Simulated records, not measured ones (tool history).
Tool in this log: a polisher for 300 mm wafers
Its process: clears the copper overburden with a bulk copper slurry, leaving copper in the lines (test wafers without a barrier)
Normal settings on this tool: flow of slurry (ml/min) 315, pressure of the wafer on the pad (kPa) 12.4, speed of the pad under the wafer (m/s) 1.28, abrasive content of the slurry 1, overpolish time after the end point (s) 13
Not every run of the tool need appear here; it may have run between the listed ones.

run,hour,flow of slurry (ml/min),pressure of the wafer on the pad (kPa),speed of the pad under the wafer (m/s),abrasive content of the slurry,overpolish time after the end point (s),"incoming thickness of the incoming film, nm",time until the end point was called (s),dishing of a wide line in a test structure (Å)
1,0,315,12.4,1.28,1,13,527.8,68.1,532
2,20.6,315,12.4,1.28,1,13,527.4,67.3,539
# hour 31.2: worn pad replaced by a new one
3,47.9,315,12.4,1.28,1,18,526,68,655
# hour 103: slurry nozzle cleaned
4,126.5,315,12.4,1.28,1,18,535.5,68.2,642
5,142.4,315,12.4,1.28,1,18,520,68.5,650
# hour 164.6: slurry blender recalibrated
6,165.1,315,12.4,1.28,1,13,524.1,64.6,559
7,181.1,315,12.4,1.28,1,13,523.6,63.3,542
# hour 204.7: worn pad replaced by a new one
8,211.7,315,12.4,1.28,1,13,529.6,66.8,534
9,246.7,315,10.3,1.28,0.9,13,528.2,76.4,480
10,261,315,10.3,1.28,0.9,13,523.6,76.9,497
11,275.2,315,10.3,1.28,0.9,13,521,77.2,480
12,302,315,12.4,1.28,1,9,514.7,66.3,409
13,322.9,315,10.3,1.28,0.8,18,522.3,78.6,583
# hour 329.7: slurry nozzle cleaned
14,338.9,315,12.4,1.28,1.15,13,532.7,66.4,552
15,357.6,315,12.4,1.28,0.9,19,532.6,71.1,671
# hour 368.1: worn pad replaced by a new one
16,390.3,315,9,1.16,1.25,19,518.8,87.7,557
17,447,315,12.4,1.28,1,13,531.7,68.6,535
18,468.2,315,16.5,1.64,0.7,10,517.2,47.7,560
# hour 495.7: slurry blender recalibrated
# hour 498.3: head pressure recalibrated
19,498.8,260,11,1.66,1,8,519,56.9,428
# hour 509.7: worn pad replaced by a new one
20,529.7,315,12.4,1.28,1,13,521.8,65.5,568
# hour 540.8: slurry nozzle cleaned
21,550.5,315,12.4,1.28,1,13,516.8,64.7,529
22,585.4,315,12.4,1.28,1,13,523.8,66.8,528
23,602.1,365,13.8,1.62,1,6,532.2,52.7,372
24,615.9,315,12.4,1.28,0.75,13,518.1,68.5,523
25,646.7,315,12.4,1.04,1,13,526.8,78.8,488
26,682.1,250,12.4,1.08,1.15,13,527.9,76.8,496
# hour 688.1: worn pad replaced by a new one
27,710.5,315,12.4,1.28,0.9,19,515.8,69.4,664
28,739.8,315,12.4,1.04,1,13,528.8,80.4,480

Below, some changes in time until the end point was called (s) between adjacent runs. For each, the amount present without the hidden state too (settings, incoming material, random variation) and the amount remaining for the hidden state with gauge scatter not shared by both compared results:
Hidden conditions of the tool in this case: removal rate lost through wear of the pad, %; slurry flow missing at the pad, %; deviation of the head's pressure from its setpoint, %; abrasive missing from the slurry, %.
Run 5 -> 6: overpolish time after the end point (s) 18 -> 13, slurry blender recalibrated. time until the end point was called (s) -3.9: hidden state -3.6, all else -0.3.
Run 16 -> 17: pressure of the wafer on the pad (kPa) 9 -> 12.4, speed of the pad under the wafer (m/s) 1.16 -> 1.28, abrasive content of the slurry 1.25 -> 1, overpolish time after the end point (s) 19 -> 13. time until the end point was called (s) -19.1: hidden state -0.8, all else -18.3.
Run 17 -> 18: pressure of the wafer on the pad (kPa) 12.4 -> 16.5, speed of the pad under the wafer (m/s) 1.28 -> 1.64, abrasive content of the slurry 1 -> 0.7, overpolish time after the end point (s) 13 -> 10. time until the end point was called (s) -20.9: hidden state -1.1, all else -19.8.
Run 18 -> 19: flow of slurry (ml/min) 315 -> 260, pressure of the wafer on the pad (kPa) 16.5 -> 11, speed of the pad under the wafer (m/s) 1.64 -> 1.66, abrasive content of the slurry 0.7 -> 1, overpolish time after the end point (s) 10 -> 8, slurry blender recalibrated, head pressure recalibrated. time until the end point was called (s) +9.2: hidden state -2, all else +11.2.
